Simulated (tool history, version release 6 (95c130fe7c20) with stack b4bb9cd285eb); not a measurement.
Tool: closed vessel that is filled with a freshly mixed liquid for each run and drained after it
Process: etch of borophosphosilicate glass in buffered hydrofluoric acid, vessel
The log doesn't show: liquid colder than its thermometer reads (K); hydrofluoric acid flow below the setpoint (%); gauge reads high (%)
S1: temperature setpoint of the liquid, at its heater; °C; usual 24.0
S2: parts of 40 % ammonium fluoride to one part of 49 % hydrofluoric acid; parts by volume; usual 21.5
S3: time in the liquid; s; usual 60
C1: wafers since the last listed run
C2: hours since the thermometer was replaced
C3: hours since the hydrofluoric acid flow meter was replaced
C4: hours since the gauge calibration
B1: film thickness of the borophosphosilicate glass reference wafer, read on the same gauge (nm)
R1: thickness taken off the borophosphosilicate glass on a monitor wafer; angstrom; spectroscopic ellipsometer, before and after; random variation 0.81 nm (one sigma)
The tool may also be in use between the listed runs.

run,hour,S1,S2,S3,C1,C2,C3,C4,B1,R1
1,0.0,20.5,21.5,60,0,1050.0,2014.5,446.7,150.00,599.2
2,23.3,24.0,21.5,60,2767,1073.3,2037.8,470.0,149.99,723.5
3,40.2,27.5,21.5,60,2007,1090.2,2054.7,486.9,150.02,870.4
4,77.6,27.5,21.5,60,4442,1127.6,2092.1,524.3,150.00,877.8
5,103.9,21.0,21.5,60,3124,1153.9,2118.4,550.6,150.01,618.6
6,129.4,21.0,21.5,60,3029,1179.4,2143.9,576.1,150.01,598.1
7,160.0,24.0,21.5,60,3635,1210.0,2174.5,606.7,149.99,713.7
8,174.6,24.0,21.5,60,1734,1224.6,2189.1,621.3,149.99,724.4
9,198.0,24.0,21.5,60,2779,1248.0,2212.5,644.7,150.01,718.3
# hour 202.8: gauge calibrated
10,230.3,24.0,26.0,60,3836,1280.3,2244.8,27.5,150.01,635.0
11,243.5,24.0,18.5,80,1568,1293.5,2258.0,40.7,150.01,1067.3
# hour 269.8: thermometer replaced
12,271.6,24.0,18.5,80,3219,1.8,2286.1,68.8,150.01,1244.8
13,289.2,24.0,18.5,80,2090,19.4,2303.7,86.4,150.02,1223.3
14,311.9,21.5,21.5,60,2696,42.1,2326.4,109.1,150.01,714.7
15,334.2,27.5,21.5,60,2649,64.4,2348.7,131.4,150.00,990.1
16,367.2,24.0,13.5,60,3920,97.4,2381.7,164.4,150.00,1258.3
17,385.2,28.0,16.5,40,2138,115.4,2399.7,182.4,150.02,847.1
18,397.3,25.5,21.5,35,1437,127.5,2411.8,194.5,150.00,511.6
# hour 415.7: hydrofluoric acid flow meter replaced
19,418.6,27.0,17.0,60,2411,148.8,2.9,215.8,150.00,1187.0
20,438.1,24.0,21.5,60,2316,168.3,22.4,235.3,150.00,809.6
21,465.4,28.0,21.5,60,3243,195.6,49.7,262.6,150.01,988.3
22,480.7,27.0,17.0,60,1817,210.9,65.0,277.9,150.00,1156.5
23,503.2,24.0,21.5,60,2672,233.4,87.5,300.4,149.99,790.4
24,515.3,28.0,27.5,90,1437,245.5,99.6,312.5,149.99,1253.5
25,548.6,24.0,21.5,60,3955,278.8,132.9,345.8,150.02,801.1
26,577.2,28.5,21.5,35,3397,307.4,161.5,374.4,149.99,582.4
27,592.1,25.5,21.5,90,1770,322.3,176.4,389.3,150.00,1279.5
28,619.2,22.0,21.5,60,3219,349.4,203.5,416.4,150.00,704.8
29,640.5,25.5,25.5,50,2530,370.7,224.8,437.7,150.00,636.2

5 ways to go on from here, each from the tool as it stands after run 29. What would each give?
A,641.2,24.0,21.5,60,83,371.4,225.5,438.4,?,?
B,641.2,24.0,28.0,60,83,371.4,225.5,438.4,?,?
C,641.2,24.0,21.5,45,83,371.4,225.5,438.4,?,?
D,641.2,19.5,27.0,60,83,371.4,225.5,438.4,?,?
E,641.2,28.5,30.0,70,83,371.4,225.5,438.4,?,?

run,B1,R1
A,150.00,797.7
B,150.00,664.5
C,150.00,598.3
D,150.00,531.1
E,150.00,943.0
Without the tool's hidden state the same runs would have given:
run,R1
A,830.5
B,691.9
C,622.8
D,553.6
E,981.0
